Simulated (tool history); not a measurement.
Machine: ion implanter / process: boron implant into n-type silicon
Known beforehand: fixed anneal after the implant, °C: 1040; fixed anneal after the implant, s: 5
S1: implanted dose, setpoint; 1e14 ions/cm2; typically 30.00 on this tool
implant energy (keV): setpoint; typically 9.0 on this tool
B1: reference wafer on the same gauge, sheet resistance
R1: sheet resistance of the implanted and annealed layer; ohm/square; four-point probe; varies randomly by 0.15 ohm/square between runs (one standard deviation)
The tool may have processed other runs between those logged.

run 1 day=0.000 | S1=33.92 implant_energy_(keV)=9.0 | B1=97.40 | R1=95.86
run 2 day=1.467 | S1=33.92 implant_energy_(keV)=9.0 | B1=97.45 | R1=96.15
run 3 day=2.688 | S1=33.92 implant_energy_(keV)=9.0 | B1=97.37 | R1=96.11
run 4 day=3.538 | S1=30.00 implant_energy_(keV)=9.0 | B1=97.42 | R1=97.45
run 5 day=5.012 | S1=30.00 implant_energy_(keV)=9.0 | B1=97.37 | R1=97.27
run 6 day=6.275 | S1=30.00 implant_energy_(keV)=9.0 | B1=97.45 | R1=97.41
run 7 day=7.433 | S1=30.00 implant_energy_(keV)=9.0 | B1=97.41 | R1=97.43
run 8 day=8.329 | S1=25.92 implant_energy_(keV)=10.5 | B1=97.40 | R1=90.27
run 9 day=9.229 | S1=25.92 implant_energy_(keV)=10.5 | B1=97.40 | R1=90.43
run 10 day=10.521 | S1=25.92 implant_energy_(keV)=10.5 | B1=97.38 | R1=90.37
run 11 day=11.100 | S1=21.00 implant_energy_(keV)=8.0 | B1=97.44 | R1=110.08

Run 12 comes next. What will it give?
-- day=11.325 gauge calibrated
run 12 day=12.571 | S1=30.00 implant_energy_(keV)=9.0 | B1=? | R1=?

Run 12 yielded B1 97.41, R1 97.27 ohm/square.
On a tool with no hidden condition, and with the same random variation, this run would have come out at R1 97.27 ohm/square.
